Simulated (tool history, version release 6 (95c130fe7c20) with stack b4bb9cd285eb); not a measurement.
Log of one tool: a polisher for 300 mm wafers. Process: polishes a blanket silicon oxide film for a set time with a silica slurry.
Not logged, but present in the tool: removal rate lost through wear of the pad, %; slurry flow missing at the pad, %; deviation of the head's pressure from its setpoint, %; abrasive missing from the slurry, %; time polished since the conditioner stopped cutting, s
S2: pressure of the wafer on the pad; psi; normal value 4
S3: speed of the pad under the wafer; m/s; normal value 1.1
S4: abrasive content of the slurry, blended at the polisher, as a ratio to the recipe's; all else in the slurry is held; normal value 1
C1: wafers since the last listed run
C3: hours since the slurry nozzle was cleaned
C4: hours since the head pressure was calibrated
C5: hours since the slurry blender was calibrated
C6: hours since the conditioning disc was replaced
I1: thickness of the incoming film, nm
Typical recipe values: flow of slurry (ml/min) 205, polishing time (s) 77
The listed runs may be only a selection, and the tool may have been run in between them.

Run 1, hour 0: usual settings; C1 0; wafers polished on this pad 517; C3 556.2; C4 1241.9; C5 47.7; C6 203.8; I1 1258.9. Result: film removed (angstrom) 1931.
Run 2, hour 6.7: usual settings; C1 61; wafers polished on this pad 579; C3 562.9; C4 1248.6; C5 54.4; C6 210.5; I1 1280.7. Result: film removed (angstrom) 1935.
At hour 15.6: worn pad replaced by a new one.
Run 3, hour 17.3: usual settings; C1 61; wafers polished on this pad 15; C3 573.5; C4 1259.2; C5 65; C6 221.1; I1 1254.9. Result: film removed (angstrom) 1950.
Run 4, hour 25.5: usual settings; C1 75; wafers polished on this pad 91; C3 581.7; C4 1267.4; C5 73.2; C6 229.3; I1 1283.3. Result: film removed (angstrom) 1939.
Run 5, hour 41.5: usual settings; C1 147; wafers polished on this pad 239; C3 597.7; C4 1283.4; C5 89.2; C6 245.3; I1 1276.2. Result: film removed (angstrom) 1926.
Run 6, hour 54.8: usual settings; C1 122; wafers polished on this pad 362; C3 611; C4 1296.7; C5 102.5; C6 258.6; I1 1292.9. Result: film removed (angstrom) 1928.
Run 7, hour 61.1: usual settings but polishing time (s) 60; C1 58; wafers polished on this pad 420; C3 617.3; C4 1303; C5 108.8; C6 264.9; I1 1292.2. Result: film removed (angstrom) 1501.
Run 8, hour 75.4: usual settings but polishing time (s) 60; C1 132; wafers polished on this pad 552; C3 631.6; C4 1317.3; C5 123.1; C6 279.2; I1 1279. Result: film removed (angstrom) 1492.
Run 9, hour 87.3: usual settings but polishing time (s) 60; C1 110; wafers polished on this pad 662; C3 643.5; C4 1329.2; C5 135; C6 291.1; I1 1281. Result: film removed (angstrom) 1498.
At hour 102.2: worn pad replaced by a new one, of another model than before.
Run 10, hour 103: usual settings; C1 108; wafers polished on this pad 7; C3 659.2; C4 1344.9; C5 150.7; C6 306.8; I1 1294. Result: film removed (angstrom) 1931.
Run 11, hour 120.1: usual settings; C1 158; wafers polished on this pad 165; C3 676.3; C4 1362; C5 167.8; C6 323.9; I1 1268.6. Result: film removed (angstrom) 1900.
Run 12, hour 134.7: usual settings; C1 134; wafers polished on this pad 300; C3 690.9; C4 1376.6; C5 182.4; C6 338.5; I1 1301.2. Result: film removed (angstrom) 1922.
At hour 137.2: slurry nozzle cleaned.
At hour 152.9: head pressure recalibrated.
Run 13, hour 153.4: usual settings; C1 145; wafers polished on this pad 445; C3 16.2; C4 0.5; C5 201.1; C6 357.2; I1 1274.7. Result: film removed (angstrom) 1890.
At hour 163.6: slurry blender recalibrated.
Run 14, hour 166.4: usual settings but S2 3.6 psi, S4 0.7; C1 101; wafers polished on this pad 547; C3 29.2; C4 13.5; C5 2.8; C6 370.2; I1 1263.7. Result: film removed (angstrom) 1626.
Run 15, hour 180.6: usual settings but S3 1.36 m/s, S4 1.15; C1 131; wafers polished on this pad 678; C3 43.4; C4 27.7; C5 17; C6 384.4; I1 1299.7. Result: film removed (angstrom) 2306.
At hour 191.5: worn pad replaced by a new one.
Run 16, hour 192: usual settings but S2 2.8 psi, S3 0.96 m/s; C1 68; wafers polished on this pad 4; C3 54.8; C4 39.1; C5 28.4; C6 395.8; I1 1273.1. Result: film removed (angstrom) 1524.
Run 17, hour 205.1: usual settings; C1 121; wafers polished on this pad 125; C3 67.9; C4 52.2; C5 41.5; C6 408.9; I1 1283.6. Result: film removed (angstrom) 1965.
Run 18, hour 217.8: usual settings but S4 0.75; C1 117; wafers polished on this pad 243; C3 80.6; C4 64.9; C5 54.2; C6 421.6; I1 1280.1. Result: film removed (angstrom) 1757.
Run 19, hour 230.1: usual settings but flow of slurry (ml/min) 150, S2 4.7 psi; C1 113; wafers polished on this pad 356; C3 92.9; C4 77.2; C5 66.5; C6 433.9; I1 1270.9. Result: film removed (angstrom) 2066.
Run 20, hour 244.7: usual settings but S2 5.2 psi, polishing time (s) 57; C1 134; wafers polished on this pad 491; C3 107.5; C4 91.8; C5 81.1; C6 448.5; I1 1251.8. Result: film removed (angstrom) 1670.
At hour 247.8: conditioning disc replaced and pad reconditioned.
Run 21, hour 251.2: usual settings; C1 41; wafers polished on this pad 533; C3 114; C4 98.3; C5 87.6; C6 3.4; I1 1288.9. Result: film removed (angstrom) 1918.
Run 22, hour 260.5: usual settings but flow of slurry (ml/min) 170, polishing time (s) 86; C1 85; wafers polished on this pad 619; C3 123.3; C4 107.6; C5 96.9; C6 12.7; I1 1308. Result: film removed (angstrom) 2092.
At hour 267.1: worn pad replaced by a new one.
Run 23, hour 270.1: usual settings but flow of slurry (ml/min) 160, S2 4.5 psi; C1 51; wafers polished on this pad 27; C3 132.9; C4 117.2; C5 106.5; C6 22.3; I1 1279. Result: film removed (angstrom) 2006.
Run 24, hour 284.6: usual settings but S2 2.9 psi, S3 1.44 m/s, S4 1.2; C1 134; wafers polished on this pad 161; C3 147.4; C4 131.7; C5 121; C6 36.8; I1 1274. Result: film removed (angstrom) 2015.
Run 25, hour 300: usual settings but S3 0.82 m/s; C1 142; wafers polished on this pad 303; C3 162.8; C4 147.1; C5 136.4; C6 52.2; I1 1290.5. Result: film removed (angstrom) 1649.
Run 26, hour 324.6: usual settings; C1 227; wafers polished on this pad 531; C3 187.4; C4 171.7; C5 161; C6 76.8; I1 1274.1. Result: film removed (angstrom) 1908.
Run 27, hour 335.4: usual settings but S3 0.92 m/s; C1 99; wafers polished on this pad 631; C3 198.2; C4 182.5; C5 171.8; C6 87.6; I1 1283.3. Result: film removed (angstrom) 1719.

Give the tool's hidden conditions for every run:
removal rate lost through wear of the pad, %: 0 at every run
slurry flow missing at the pad, %: 0 at every run
deviation of the head's pressure from its setpoint, %: 0 at every run
time polished since the conditioner stopped cutting, s: 0 at every run
H1: abrasive missing from the slurry, %
run     H1
  1   2.49
  2    2.8
  3   3.29
  4   3.66
  5    4.4
  6   5.02
  7   5.31
  8   5.97
  9   6.52
 10   7.25
 11   8.04
 12   8.71
 13   9.58
 14  0.708
 15   1.36
 16   1.89
 17    2.5
 18   3.08
 19   3.65
 20   4.33
 21   4.63
 22   5.06
 23    5.5
 24   6.17
 25   6.88
 26   8.02
 27   8.52

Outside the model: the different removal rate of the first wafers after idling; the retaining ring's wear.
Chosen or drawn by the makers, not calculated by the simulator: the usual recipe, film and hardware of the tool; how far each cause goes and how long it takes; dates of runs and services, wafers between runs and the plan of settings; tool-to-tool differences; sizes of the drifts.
